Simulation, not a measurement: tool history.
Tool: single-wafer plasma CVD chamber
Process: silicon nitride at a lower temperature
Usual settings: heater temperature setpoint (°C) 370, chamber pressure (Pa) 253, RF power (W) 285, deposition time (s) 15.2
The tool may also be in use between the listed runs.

run    hour  heater temperature setpoint (°C)  chamber pressure (Pa)  RF power (W)  deposition time (s)  read-back reference wafer on the same gauge, thickness_nm  mean film thickness on the monitor wafer (Å)
  1       0                               370                    253           285                 15.2                                                     16.372                                        169.91
  2    93.9                               370                    253           285                 15.2                                                     16.406                                        170.35
  3   197.4                               370                    253           285                 15.2                                                     16.422                                        171.24
  4   239.7                               374                    253           285                 15.2                                                     16.409                                        170.08
      291.7  -- thermocouple changed; heater temperature recalibrated
  5   292.2                               374                    253           285                 15.2                                                     16.388                                        169.36
  6   380.5                               370                    253           285                 15.2                                                     16.418                                        170.21
  7   484.7                               370                    253           285                 15.2                                                     16.381                                         171.3
  8   558.7                               370                    253           285                 15.2                                                     16.389                                         170.4
  9   598.6                               370                    253           285                 15.2                                                     16.424                                        170.16
      622.3  -- gauge calibrated
 10   697.3                               370                    253           285                 15.2                                                      16.38                                        170.89
 11   792.3                               370                    253           285                 15.2                                                     16.393                                        169.86
 12   876.5                               380                    253           330                 17.9                                                     16.371                                        226.85
 13   966.5                               359                    224           305                 12.3                                                     16.417                                        141.74
 14  1070.6                               379                    309           285                 17.8                                                     16.399                                        209.72
 15  1162.7                               370                    253           285                 15.2                                                     16.414                                        167.56
       1193  -- capacitance manometer re-zeroed and calibrated
 16  1222.9                               370                    253           235                 15.2                                                     16.417                                        137.14
     1294.4  -- showerhead replaced
     1467.5  -- RF generator calibrated
 17    1468                               370                    235           285                 16.2                                                     16.424                                        177.68

Forecast run 18:
     1494.6  -- thermocouple changed; heater temperature recalibrated
 18  1569.6                               370                    253           285                 15.2                                                          ?                                             ?

{"run 18": {"read-back reference wafer on the same gauge, thickness_nm": 16.38, "mean film thickness on the monitor wafer (Å)": 168.82}}
Without the tool's hidden state the same run would have given mean film thickness on the monitor wafer (Å) 168.82.
